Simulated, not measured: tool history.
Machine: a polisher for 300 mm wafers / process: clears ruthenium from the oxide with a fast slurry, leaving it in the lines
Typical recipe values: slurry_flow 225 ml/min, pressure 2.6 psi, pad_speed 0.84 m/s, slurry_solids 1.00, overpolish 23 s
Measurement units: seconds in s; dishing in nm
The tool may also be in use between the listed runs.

run    hour  slurry_flow  pressure  pad_speed  slurry_solids  overpolish  incoming thickness of the incoming film, nm  seconds  dishing
  1     0.0          225       2.6       0.84           1.00          23                                        284.3    107.2     50.4
       86.5  -- worn pad replaced by a new one
  2    93.8          225       2.6       0.84           1.00          23                                        273.8    107.9     49.8
      152.0  -- slurry blender recalibrated
  3   180.1          225       2.6       0.84           1.00          23                                        278.3    108.1     49.8
  4   232.1          225       2.6       0.84           1.00          23                                        282.7    109.9     49.1
  5   288.6          225       2.6       0.84           1.00          23                                        280.7    110.0     47.7
      334.9  -- worn pad replaced by a new one, of another model than before
  6   377.1          225       2.6       0.84           1.00          23                                        281.1    104.7     52.8
      394.8  -- slurry nozzle cleaned
  7   448.7          225       2.6       0.70           1.00          23                                        285.0    115.8     47.7
  8   529.2          225       2.6       0.84           1.00          23                                        276.9     97.7     54.1
      559.0  -- worn pad replaced by a new one
  9   576.7          225       2.6       1.08           1.00          23                                        276.5     79.6     64.9
      609.1  -- slurry blender recalibrated
 10   666.8          225       2.6       0.84           0.85          23                                        282.6    107.8     50.3
      687.2  -- head pressure recalibrated
      788.0  -- worn pad replaced by a new one
 11   925.4          225       2.6       0.84           1.00          23                                        277.9     98.9     53.5
     1014.0  -- slurry blender recalibrated
     1030.8  -- worn pad replaced by a new one
 12  1031.3          225       2.6       0.84           1.00          32                                        279.4     99.8     70.1
 13  1127.2          245       2.6       1.10           1.00          23                                        283.0     82.4     63.7
 14  1232.3          225       2.9       0.84           0.75          23                                        273.8    105.2     49.5
     1250.6  -- worn pad replaced by a new one
 15  1271.8          225       2.6       0.84           0.80          36                                        279.0    115.6     69.6

3 ways to go on from here, each from the tool as it stands after run 15. What would each give?
  A  1272.3          225       2.6       0.84           1.00          12                                        276.5        ?        ?
  B  1272.3          265       2.6       0.84           1.00          23                                        276.5        ?        ?
  C  1272.3          260       2.6       0.84           1.00          23                                        276.5        ?        ?

run  seconds  dishing
  A     98.5     29.1
  B     96.3     53.4
  C     96.6     53.3
Stripped of hidden state, with their random variation kept, the same runs would have yielded:
run  seconds  dishing
  A     92.4     30.8
  B     91.1     56.0
  C     91.3     55.9
